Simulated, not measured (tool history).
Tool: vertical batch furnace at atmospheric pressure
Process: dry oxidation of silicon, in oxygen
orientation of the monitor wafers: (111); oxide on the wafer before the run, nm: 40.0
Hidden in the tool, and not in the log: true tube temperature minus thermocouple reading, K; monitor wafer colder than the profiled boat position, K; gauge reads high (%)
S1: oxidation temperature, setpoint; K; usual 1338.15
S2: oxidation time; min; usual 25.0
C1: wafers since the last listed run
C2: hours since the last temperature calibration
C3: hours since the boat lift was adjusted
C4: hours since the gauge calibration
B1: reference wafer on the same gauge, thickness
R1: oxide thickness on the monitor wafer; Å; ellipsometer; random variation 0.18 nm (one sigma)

{"run": 1, "hour": 0.0, "S1": 1338.15, "S2": 25.0, "C1": 0, "C2": 1991.3, "C3": 2619.8, "C4": 574.6, "B1": 86.77, "R1": 731.1}
{"run": 2, "hour": 45.0, "S1": 1338.15, "S2": 25.0, "C1": 659, "C2": 2036.3, "C3": 2664.8, "C4": 619.6, "B1": 86.85, "R1": 731.9}
{"run": 3, "hour": 110.4, "S1": 1338.15, "S2": 25.0, "C1": 958, "C2": 2101.7, "C3": 2730.2, "C4": 685.0, "B1": 86.8, "R1": 735.9}
{"run": 4, "hour": 158.4, "S1": 1338.15, "S2": 25.0, "C1": 703, "C2": 2149.7, "C3": 2778.2, "C4": 733.0, "B1": 86.82, "R1": 734.7}
{"run": 5, "hour": 216.5, "S1": 1338.15, "S2": 25.0, "C1": 851, "C2": 2207.8, "C3": 2836.3, "C4": 791.1, "B1": 86.84, "R1": 737.2}
{"run": 6, "hour": 279.6, "S1": 1338.15, "S2": 25.0, "C1": 925, "C2": 2270.9, "C3": 2899.4, "C4": 854.2, "B1": 86.83, "R1": 734.1}
{"run": 7, "hour": 323.6, "S1": 1338.15, "S2": 33.5, "C1": 645, "C2": 2314.9, "C3": 2943.4, "C4": 898.2, "B1": 86.73, "R1": 836.8}
{"run": 8, "hour": 375.6, "S1": 1338.15, "S2": 33.5, "C1": 762, "C2": 2366.9, "C3": 2995.4, "C4": 950.2, "B1": 86.89, "R1": 840.0}
{"run": 9, "hour": 404.9, "S1": 1338.15, "S2": 33.5, "C1": 429, "C2": 2396.2, "C3": 3024.7, "C4": 979.5, "B1": 86.68, "R1": 837.2}
{"run": 10, "hour": 435.0, "S1": 1338.15, "S2": 25.0, "C1": 441, "C2": 2426.3, "C3": 3054.8, "C4": 1009.6, "B1": 86.86, "R1": 738.0}
{"run": 11, "hour": 503.2, "S1": 1349.15, "S2": 25.0, "C1": 999, "C2": 2494.5, "C3": 3123.0, "C4": 1077.8, "B1": 86.79, "R1": 776.0}
{"run": 12, "hour": 543.8, "S1": 1338.15, "S2": 20.0, "C1": 595, "C2": 2535.1, "C3": 3163.6, "C4": 1118.4, "B1": 86.88, "R1": 675.9}
{"run": 13, "hour": 597.7, "S1": 1338.15, "S2": 20.0, "C1": 790, "C2": 2589.0, "C3": 3217.5, "C4": 1172.3, "B1": 86.74, "R1": 676.7}
{"run": 14, "hour": 641.3, "S1": 1338.15, "S2": 20.0, "C1": 639, "C2": 2632.6, "C3": 3261.1, "C4": 1215.9, "B1": 86.76, "R1": 677.3}
{"hour": 669.8, "done": "thermocouples replaced and temperature profile calibrated"}
{"run": 15, "hour": 675.7, "S1": 1338.15, "S2": 25.0, "C1": 152, "C2": 5.9, "C3": 3295.5, "C4": 1250.3, "B1": 86.84, "R1": 725.8}
{"run": 16, "hour": 722.1, "S1": 1338.15, "S2": 25.0, "C1": 680, "C2": 52.3, "C3": 3341.9, "C4": 1296.7, "B1": 86.81, "R1": 728.6}
{"run": 17, "hour": 760.4, "S1": 1338.15, "S2": 25.0, "C1": 561, "C2": 90.6, "C3": 3380.2, "C4": 1335.0, "B1": 86.77, "R1": 728.7}
{"run": 18, "hour": 793.0, "S1": 1338.15, "S2": 16.5, "C1": 477, "C2": 123.2, "C3": 3412.8, "C4": 1367.6, "B1": 86.82, "R1": 622.8}
{"hour": 824.5, "done": "boat lift adjusted"}
{"run": 19, "hour": 863.0, "S1": 1319.15, "S2": 30.0, "C1": 674, "C2": 193.2, "C3": 38.5, "C4": 1437.6, "B1": 86.73, "R1": 728.5}
{"run": 20, "hour": 922.8, "S1": 1338.15, "S2": 25.0, "C1": 876, "C2": 253.0, "C3": 98.3, "C4": 1497.4, "B1": 86.83, "R1": 725.3}
{"run": 21, "hour": 993.7, "S1": 1354.15, "S2": 29.0, "C1": 1039, "C2": 323.9, "C3": 169.2, "C4": 1568.3, "B1": 86.83, "R1": 830.0}
{"run": 22, "hour": 1033.6, "S1": 1319.15, "S2": 16.5, "C1": 584, "C2": 363.8, "C3": 209.1, "C4": 1608.2, "B1": 86.84, "R1": 584.2}
{"run": 23, "hour": 1094.4, "S1": 1357.15, "S2": 17.0, "C1": 891, "C2": 424.6, "C3": 269.9, "C4": 1669.0, "B1": 86.8, "R1": 675.2}
{"run": 24, "hour": 1145.0, "S1": 1338.15, "S2": 25.0, "C1": 741, "C2": 475.2, "C3": 320.5, "C4": 1719.6, "B1": 86.81, "R1": 728.4}
{"run": 25, "hour": 1195.7, "S1": 1321.15, "S2": 29.5, "C1": 743, "C2": 525.9, "C3": 371.2, "C4": 1770.3, "B1": 86.89, "R1": 724.4}
{"run": 26, "hour": 1234.2, "S1": 1358.15, "S2": 20.0, "C1": 564, "C2": 564.4, "C3": 409.7, "C4": 1808.8, "B1": 86.81, "R1": 722.7}
{"run": 27, "hour": 1258.4, "S1": 1353.15, "S2": 25.0, "C1": 354, "C2": 588.6, "C3": 433.9, "C4": 1833.0, "B1": 86.82, "R1": 779.4}
{"hour": 1278.4, "done": "gauge calibrated"}
{"run": 28, "hour": 1289.5, "S1": 1327.15, "S2": 25.0, "C1": 455, "C2": 619.7, "C3": 465.0, "C4": 11.1, "B1": 86.8, "R1": 698.1}
{"run": 29, "hour": 1331.2, "S1": 1317.15, "S2": 18.0, "C1": 611, "C2": 661.4, "C3": 506.7, "C4": 52.8, "B1": 86.78, "R1": 598.1}
{"run": 30, "hour": 1363.4, "S1": 1338.15, "S2": 25.0, "C1": 472, "C2": 693.6, "C3": 538.9, "C4": 85.0, "B1": 86.89, "R1": 723.6}
{"run": 31, "hour": 1407.5, "S1": 1338.15, "S2": 25.0, "C1": 646, "C2": 737.7, "C3": 583.0, "C4": 129.1, "B1": 86.76, "R1": 726.1}
{"run": 32, "hour": 1476.0, "S1": 1338.15, "S2": 25.0, "C1": 1004, "C2": 806.2, "C3": 651.5, "C4": 197.6, "B1": 86.83, "R1": 724.4}
{"run": 33, "hour": 1530.7, "S1": 1345.15, "S2": 29.5, "C1": 801, "C2": 860.9, "C3": 706.2, "C4": 252.3, "B1": 86.9, "R1": 801.8}
{"run": 34, "hour": 1601.5, "S1": 1338.15, "S2": 25.0, "C1": 1037, "C2": 931.7, "C3": 777.0, "C4": 323.1, "B1": 86.79, "R1": 727.3}
{"run": 35, "hour": 1641.7, "S1": 1338.15, "S2": 25.0, "C1": 589, "C2": 971.9, "C3": 817.2, "C4": 363.3, "B1": 86.8, "R1": 727.1}
{"run": 36, "hour": 1682.0, "S1": 1352.15, "S2": 13.5, "C1": 590, "C2": 1012.2, "C3": 857.5, "C4": 403.6, "B1": 86.76, "R1": 612.7}

Forecast each of these 4 alternatives for the next run:
{"run": "A", "hour": 1685.7, "S1": 1338.15, "S2": 32.0, "C1": 54, "C2": 1015.9, "C3": 861.2, "C4": 407.3, "B1": "?", "R1": "?"}
{"run": "B", "hour": 1685.7, "S1": 1338.15, "S2": 35.0, "C1": 54, "C2": 1015.9, "C3": 861.2, "C4": 407.3, "B1": "?", "R1": "?"}
{"run": "C", "hour": 1685.7, "S1": 1351.15, "S2": 15.0, "C1": 54, "C2": 1015.9, "C3": 861.2, "C4": 407.3, "B1": "?", "R1": "?"}
{"run": "D", "hour": 1685.7, "S1": 1359.15, "S2": 25.0, "C1": 54, "C2": 1015.9, "C3": 861.2, "C4": 407.3, "B1": "?", "R1": "?"}

run=A B1=86.75 R1=806.7
run=B B1=86.75 R1=839.9
run=C B1=86.75 R1=627.5
run=D B1=86.75 R1=796.2
Without the tool's hidden state the same runs would have given:
run=A R1=801.0
run=B R1=833.8
run=C R1=623.5
run=D R1=789.9

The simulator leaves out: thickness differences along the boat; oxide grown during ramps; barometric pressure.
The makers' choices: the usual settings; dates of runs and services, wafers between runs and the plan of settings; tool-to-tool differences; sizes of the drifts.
